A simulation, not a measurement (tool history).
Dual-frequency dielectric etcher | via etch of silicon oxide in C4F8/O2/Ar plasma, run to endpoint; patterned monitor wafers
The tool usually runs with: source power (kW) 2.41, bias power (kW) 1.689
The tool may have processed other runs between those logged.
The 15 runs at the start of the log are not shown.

run	hour	source power (kW)	bias power (kW)	wafers since the last listed run	hours since the last wet clean	hours since the last source power generator calibration	hours since the last bias power generator calibration	hours since the last upper electrode change	incoming incoming film thickness, nm	endpoint time (s)
# hour 877.4: source power generator calibrated
16	877.9	2.41	1.689	98	368.2	0.5	1574.8	3557.1	1473.1	280.5
17	909.2	2.64	1.451	123	399.5	31.8	1606.1	3588.4	1483.3	284.1
18	939.1	1.84	1.895	118	429.4	61.7	1636	3618.3	1490.6	312.1
# hour 996.7: bias power generator calibrated
19	1002.5	2.41	1.57	235	492.8	125.1	5.8	3681.7	1474.7	293.7
20	1054.8	2.41	1.689	207	545.1	177.4	58.1	3734	1501.5	290.2
# hour 1108: wet clean of the chamber
21	1114.2	2.41	1.871	140	6.2	236.8	117.5	3793.4	1487.6	272.8
22	1234.9	2.82	1.459	478	126.9	357.5	238.2	3914.1	1491.8	269.9
23	1297.7	2.22	1.275	248	189.7	420.3	301	3976.9	1482.7	308.9
24	1351.6	2.63	1.811	213	243.6	474.2	354.9	4030.8	1484.9	266.3
# hour 1380.6: upper electrode replaced
25	1417.4	2.41	1.689	165	309.4	540	420.7	36.8	1491.1	286.4
26	1463.2	2.05	2.081	181	355.2	585.8	466.5	82.6	1487.4	290.9
27	1507.5	2.41	1.689	175	399.5	630.1	510.8	126.9	1505.7	291.4
28	1561.2	3	1.523	212	453.2	683.8	564.5	180.6	1481.2	273.1
29	1596.5	2.91	1.99	139	488.5	719.1	599.8	215.9	1466.9	254.8
# hour 1635.3: wet clean of the chamber
30	1657.1	2.99	1.95	144	21.8	779.7	660.4	276.5	1492.5	242.3
31	1714.9	2.41	1.689	228	79.6	837.5	718.2	334.3	1485.7	276.4
32	1777	2.41	1.689	245	141.7	899.6	780.3	396.4	1504	278
33	1980.6	2.93	1.479	806	345.3	1103.2	983.9	600	1500.7	272.2
34	2052	2.41	1.94	282	416.7	1174.6	1055.3	671.4	1494.7	280

Branching from run 34: 5 alternative next runs. What would each branch give?
A	2052.5	2.17	1.689	1	417.2	1175.1	1055.8	671.9	1492.9	?
B	2052.5	2.11	2.018	1	417.2	1175.1	1055.8	671.9	1492.9	?
C	2052.5	2.41	1.425	1	417.2	1175.1	1055.8	671.9	1492.9	?
D	2052.5	2.75	1.689	1	417.2	1175.1	1055.8	671.9	1492.9	?
E	2052.5	2.68	1.389	1	417.2	1175.1	1055.8	671.9	1492.9	?

run	endpoint time (s)
A	299.6
B	289.7
C	299.2
D	273.2
E	288.6
The same runs, with their run-to-run variation unchanged, on a tool lacking any hidden condition would have given:
run	endpoint time (s)
A	288.2
B	278.8
C	287.9
D	262.9
E	277.7

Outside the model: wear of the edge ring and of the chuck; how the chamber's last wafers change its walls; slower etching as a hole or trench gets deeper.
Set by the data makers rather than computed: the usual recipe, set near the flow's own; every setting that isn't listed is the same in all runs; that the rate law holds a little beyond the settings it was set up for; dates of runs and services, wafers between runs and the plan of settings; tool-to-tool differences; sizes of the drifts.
